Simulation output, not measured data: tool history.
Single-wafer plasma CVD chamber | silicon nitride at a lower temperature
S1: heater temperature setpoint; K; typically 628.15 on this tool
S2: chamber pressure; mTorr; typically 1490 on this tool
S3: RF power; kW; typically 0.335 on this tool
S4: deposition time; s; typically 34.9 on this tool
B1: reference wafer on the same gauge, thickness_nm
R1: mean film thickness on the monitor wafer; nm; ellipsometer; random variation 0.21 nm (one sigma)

run 1 hour=0 | S1=628.15 S2=1490 S3=0.335 S4=34.9 | B1=49.108 | R1=42.268
run 2 hour=104.8 | S1=628.15 S2=1490 S3=0.335 S4=34.9 | B1=49.061 | R1=42.086
run 3 hour=154.3 | S1=628.15 S2=1490 S3=0.335 S4=34.9 | B1=49.046 | R1=41.99
run 4 hour=246 | S1=628.15 S2=1490 S3=0.335 S4=34.9 | B1=49.2 | R1=42.184
run 5 hour=330.4 | S1=628.15 S2=1490 S3=0.335 S4=34.9 | B1=49.09 | R1=42.208
run 6 hour=429.6 | S1=628.15 S2=1490 S3=0.335 S4=34.9 | B1=48.946 | R1=41.984
run 7 hour=488.4 | S1=628.15 S2=1490 S3=0.335 S4=34.9 | B1=48.989 | R1=41.383
run 8 hour=556.1 | S1=628.15 S2=1490 S3=0.335 S4=34.9 | B1=49.119 | R1=41.351
run 9 hour=626.9 | S1=628.15 S2=1490 S3=0.38 S4=34.9 | B1=48.969 | R1=44.764
run 10 hour=677.9 | S1=628.15 S2=1490 S3=0.365 S4=30.5 | B1=49.116 | R1=38.604

Forecast run 11:
-- hour=703.3 gauge calibrated
run 11 hour=736 | S1=628.15 S2=1490 S3=0.335 S4=34.9 | B1=? | R1=?

Run 11 gave B1 49.202, R1 41.698 nm.
The same run, on a tool lacking any hidden state, would have yielded R1 43.427 nm.
